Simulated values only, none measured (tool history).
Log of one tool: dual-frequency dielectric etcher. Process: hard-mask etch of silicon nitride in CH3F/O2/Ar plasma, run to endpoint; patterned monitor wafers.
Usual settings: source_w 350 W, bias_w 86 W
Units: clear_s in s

run    hour  source_w  bias_w  wafers since the last listed run  hours since the last wet clean  hours since the last source power generator calibration  hours since the last bias power generator calibration  hours since the last upper electrode change  incoming incoming film thickness, nm  clear_s
  1       0       350      86                                 0                           141.1                                                   1098.1                                                 3134.2                                       3478.6                                 26.81     34.5
  2      47       350      86                               650                           188.1                                                   1145.1                                                 3181.2                                       3525.6                                 26.96     34.7
  3    97.4       350      86                               697                           238.5                                                   1195.5                                                 3231.6                                         3576                                 27.05     34.8
  4   158.4       350      86                               843                           299.5                                                   1256.5                                                 3292.6                                         3637                                 27.19     34.5
  5   197.1       350     100                               535                           338.2                                                   1295.2                                                 3331.3                                       3675.7                                 26.69     32.4
  6   272.4       350     100                              1041                           413.5                                                   1370.5                                                 3406.6                                         3751                                 26.57     32.2
  7   331.1       350     100                               811                           472.2                                                   1429.2                                                 3465.3                                       3809.7                                 26.71     32.2
  8   389.8       350      86                               811                           530.9                                                   1487.9                                                   3524                                       3868.4                                 27.04     34.2
      548.1  -- wet clean of the chamber
  9   711.2       350      86                              4113                           163.1                                                   1809.3                                                 3845.4                                       4189.8                                 26.77     34.4
 10   769.7       350      86                               809                           221.6                                                   1867.8                                                 3903.9                                       4248.3                                 26.69     34.2
 11   839.5       350      86                               965                           291.4                                                   1937.6                                                 3973.7                                       4318.1                                 27.11     34.3
 12   887.3       350      86                               661                           339.2                                                   1985.4                                                 4021.5                                       4365.9                                 26.87     34.1
 13   967.7       350      86                              1112                           419.6                                                   2065.8                                                 4101.9                                       4446.3                                 27.13     34.3
      993.1  -- upper electrode replaced
 14  1064.5       350      86                              1006                           516.4                                                   2162.6                                                 4198.7                                         71.4                                 26.72     33.8
     1176.4  -- wet clean of the chamber
 15  1176.9       300      86                              1222                             0.5                                                     2275                                                 4311.1                                        183.8                                 26.83     37.8
 16  1216.2       300      86                               543                            39.8                                                   2314.3                                                 4350.4                                        223.1                                 27.06     38.2
 17  1314.5       300      86                              1359                           138.1                                                   2412.6                                                 4448.7                                        321.4                                 26.79     37.6
 18  1525.3       350      86                              2915                           348.9                                                   2623.4                                                 4659.5                                        532.2                                 27.07       34
 19  1568.3       410      98                               594                           391.9                                                   2666.4                                                 4702.5                                        575.2                                  26.7     29.4
 20  1668.5       290      69                              1386                           492.1                                                   2766.6                                                 4802.7                                        675.4                                  27.2     41.4
 21  1722.3       430      74                               744                           545.9                                                   2820.4                                                 4856.5                                        729.2                                 26.75     31.5
 22  1809.7       350      86                              1208                           633.3                                                   2907.8                                                 4943.9                                        816.6                                 26.67     33.2
     1853.1  -- wet clean of the chamber
 23  1877.5       350     100                               605                            24.4                                                   2975.6                                                 5011.7                                        884.4                                 27.04     32.4
 24    1976       380      75                              1362                           122.9                                                   3074.1                                                 5110.2                                        982.9                                 26.87     34.2
     2031.9  -- bias power generator calibrated
 25  2035.8       440      67                               771                           182.7                                                   3133.9                                                    3.9                                       1042.7                                 26.71     32.2
 26  2094.9       350      86                               817                           241.8                                                     3193                                                     63                                       1101.8                                 27.01     34.1
     2177.3  -- source power generator calibrated
 27  2194.8       290      79                              1326                           341.7                                                     17.5                                                  162.9                                       1201.7                                 27.03     40.8
 28  2293.6       430      86                              1366                           440.5                                                    116.3                                                  261.7                                       1300.5                                 26.82     30.7
 29  2330.5       410      71                               510                           477.4                                                    153.2                                                  298.6                                       1337.4                                 26.99       34
     2422.6  -- wet clean of the chamber
 30  2428.8       270      97                              1027                             6.2                                                    251.5                                                  396.9                                       1435.7                                    27     39.9
 31  2606.6       430      74                              2459                             184                                                    429.3                                                  574.7                                       1613.5                                 26.81     32.6
 32  2708.7       430      74                              1412                           286.1                                                    531.4                                                  676.8                                       1715.6                                 26.83     32.5
 33  2810.9       290      72                              1413                           388.3                                                    633.6                                                    779                                       1817.8                                 26.93     41.4
     3037.2  -- wet clean of the chamber
 34  3127.5       350      86                              4047                            90.3                                                    950.2                                                 1095.6                                       2134.4                                  26.6     34.6

How the hidden state differs across the entries between the runs, from the last listed run before each to the first after it:
Between runs 8 and 9: wet clean of the chamber (hour 548.1)
  etch rate over this chamber's usual, %: 1.76 -> 0.356; source power that arrives over what is set, %: 3.12 -> 3.55
  measured less the result without the state, clear_s: -1.3 -> -0.8 s
Between runs 13 and 14: upper electrode replaced (hour 993.1)
  etch rate over this chamber's usual, %: 1.36 -> 1.74; source power that arrives over what is set, %: 3.9 -> 4.03
  measured less the result without the state, clear_s: -1.2 -> -1.4 s
Between runs 14 and 15: wet clean of the chamber (hour 1176.4)
  etch rate over this chamber's usual, %: 1.74 -> 0.00815; source power that arrives over what is set, %: 4.03 -> 4.18
  measured less the result without the state, clear_s: -1.4 -> -1 s
Between runs 22 and 23: wet clean of the chamber (hour 1853.1)
  etch rate over this chamber's usual, %: 2.48 -> 0.0327; source power that arrives over what is set, %: 5.03 -> 5.12
  measured less the result without the state, clear_s: -1.9 -> -1 s
Between runs 24 and 25: bias power generator calibrated (hour 2031.9)
  etch rate over this chamber's usual, %: 0.417 -> 0.651; source power that arrives over what is set, %: 5.25 -> 5.33
  measured less the result without the state, clear_s: -1.2 -> -1.2 s
Between runs 26 and 27: source power generator calibrated (hour 2177.3)
  etch rate over this chamber's usual, %: 0.882 -> 1.27; source power that arrives over what is set, %: 5.41 -> 0.385
  measured less the result without the state, clear_s: -1.4 -> -0.6 s
Between runs 29 and 30: wet clean of the chamber (hour 2422.6)
  etch rate over this chamber's usual, %: 1.8 -> 0.345; source power that arrives over what is set, %: 0.567 -> 0.699
  measured less the result without the state, clear_s: -0.7 -> -0.3 s
Between runs 33 and 34: wet clean of the chamber (hour 3037.2)
  etch rate over this chamber's usual, %: 1.84 -> 0.429; source power that arrives over what is set, %: 1.21 -> 1.64
  measured less the result without the state, clear_s: -1.1 -> -0.5 s
